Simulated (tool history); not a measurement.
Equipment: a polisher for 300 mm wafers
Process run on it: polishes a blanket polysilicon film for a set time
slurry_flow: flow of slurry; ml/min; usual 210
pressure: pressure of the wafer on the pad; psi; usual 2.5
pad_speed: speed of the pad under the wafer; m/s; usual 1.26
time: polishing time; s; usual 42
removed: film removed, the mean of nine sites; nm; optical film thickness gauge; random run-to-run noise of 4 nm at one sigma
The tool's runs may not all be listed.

run   hour  slurry_flow  pressure  pad_speed  time  incoming thickness of the incoming film, nm  removed
  1      0          210       2.5       1.26    42                                       1646.7      365
  2   20.9          210       2.5       1.26    42                                       1641.7    367.4
  3   53.3          210       2.5       1.26    42                                       1599.5    366.5
      71.5  -- worn pad replaced by a new one
  4     72          210       2.5       1.26    42                                       1605.7    405.3
  5   83.2          210       2.5       1.26    42                                       1594.6    391.9
  6  111.9          210       2.5       1.26    42                                       1614.1      382
  7  147.7          190       2.5       1.26    42                                       1618.1    370.4
  8  171.1          190       2.5       1.26    42                                       1632.8      355
  9    199          190       2.5       1.26    42                                       1621.2    358.7
     207.8  -- worn pad replaced by a new one
 10  220.7          265       2.5       1.26    42                                       1606.8    403.5
 11  236.2          265       2.5       1.26    42                                       1597.2      392
 12  264.9          210       2.5       1.26    42                                       1595.1    377.2
 13  287.6          210       2.5       1.26    42                                         1612    367.7
 14  308.1          210       2.5       1.26    42                                       1631.2    363.3
 15  326.8          210       2.5       1.26    42                                       1634.7    369.5
     336.8  -- worn pad replaced by a new one
 16  349.2          210       2.5       1.26    42                                       1596.7    395.8
 17  370.2          210       2.5        1.1    42                                       1619.5    340.9
 18  385.3          210         2       0.88    42                                         1628    215.3
 19  418.8          210       2.5       1.26    42                                       1615.4    375.4
 20  449.1          210       2.5       1.26    29                                       1626.4    253.1
     459.1  -- head pressure recalibrated
     465.5  -- worn pad replaced by a new one
 21    471          280       2.5       0.84    37                                         1615    238.3
 22  485.5          210       2.5       1.26    42                                       1599.5    385.6
     517.5  -- slurry nozzle cleaned
 23  521.4          210       2.2       1.64    57                                       1604.3      579
 24  555.3          155       1.9       0.98    42                                       1652.6    211.3
 25  582.8          210       2.5       1.26    34                                       1614.6    294.7
 26  598.6          270       2.5       1.26    28                                       1614.7    249.3
     611.9  -- worn pad replaced by a new one
 27  619.1          210       2.5       1.26    42                                       1588.3    399.1
 28  641.3          210       2.5       1.26    47                                       1640.7    433.9
 29  669.6          210       2.5       1.26    42                                       1634.3    372.4
 30  688.7          140       2.5       1.26    33                                       1649.8    270.7
 31  702.3          210       2.5       1.26    42                                       1636.7    360.7
 32  715.5          210       1.9       1.26    42                                       1607.3    276.8
 33    747          255       1.7       0.88    42                                       1624.1    176.9

What if the next run were any one of these 4? Each begins from the tool's condition after run 33:
  A  747.4          210       2.5       1.02    42                                       1635.7        ?
  B  747.4          145       2.1       1.26    49                                       1635.7        ?
  C  747.4          175       1.7       1.26    42                                       1635.7        ?
  D  747.4          210       2.8       1.38    42                                       1635.7        ?

run  removed
  A    289.8
  B    332.6
  C    236.6
  D    434.9
Without the tool's unlogged condition, the same runs would have read:
run  removed
  A    328.7
  B    377.3
  C    268.4
  D    493.3

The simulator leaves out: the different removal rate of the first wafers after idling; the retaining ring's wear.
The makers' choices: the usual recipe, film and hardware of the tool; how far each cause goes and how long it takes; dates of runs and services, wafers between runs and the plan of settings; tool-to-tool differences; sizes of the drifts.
